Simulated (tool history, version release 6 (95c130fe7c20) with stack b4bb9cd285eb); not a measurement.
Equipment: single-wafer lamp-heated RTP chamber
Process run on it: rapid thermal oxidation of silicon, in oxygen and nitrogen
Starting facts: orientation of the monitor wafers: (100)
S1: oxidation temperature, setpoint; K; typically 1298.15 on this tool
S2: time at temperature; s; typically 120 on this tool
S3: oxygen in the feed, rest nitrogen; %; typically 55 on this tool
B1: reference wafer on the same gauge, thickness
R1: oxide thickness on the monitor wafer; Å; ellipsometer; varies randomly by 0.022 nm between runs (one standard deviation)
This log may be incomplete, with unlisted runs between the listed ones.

run,hour,S1,S2,S3,B1,R1
1,0,1298.15,120,55,8.269,76.23
2,25.2,1298.15,120,55,8.284,76.44
3,58.3,1313.15,120,55,8.279,85.04
4,123,1313.15,120,55,8.286,85.26
5,144.1,1313.15,120,55,8.277,85.24
6,157.9,1298.15,165,55,8.279,88.64
7,187.7,1298.15,84,55,8.282,65.24
8,213.8,1320.15,120,55,8.267,89.94
9,230.6,1298.15,120,55,8.282,76.68
10,261.6,1298.15,120,35,8.282,65.02
# hour 271.2: gauge calibrated
# hour 290.5: oxygen flow controller replaced
11,291,1298.15,120,55,8.286,76.3
12,309.9,1310.15,120,55,8.269,83.31
13,343.9,1298.15,120,55,8.281,76.5
14,366.6,1298.15,120,55,8.269,76.28
# hour 377.3: pyrometer window cleaned and pyrometer calibrated
15,384.4,1298.15,120,55,8.28,76.77
16,411,1281.15,120,55,8.277,67.69
17,435.6,1298.15,120,27,8.284,59.35
18,466.1,1284.15,120,55,8.275,69.2
19,489.6,1298.15,176,37,8.279,79.48

Run 20, settings as shown, results not yet in. Your forecast:
20,514.7,1310.15,87,73,?,?

B1: 8.284
R1: 79.83 Å
Were there no unlogged condition in the tool, this run, its random variation unchanged, would have produced R1 79.83 Å.
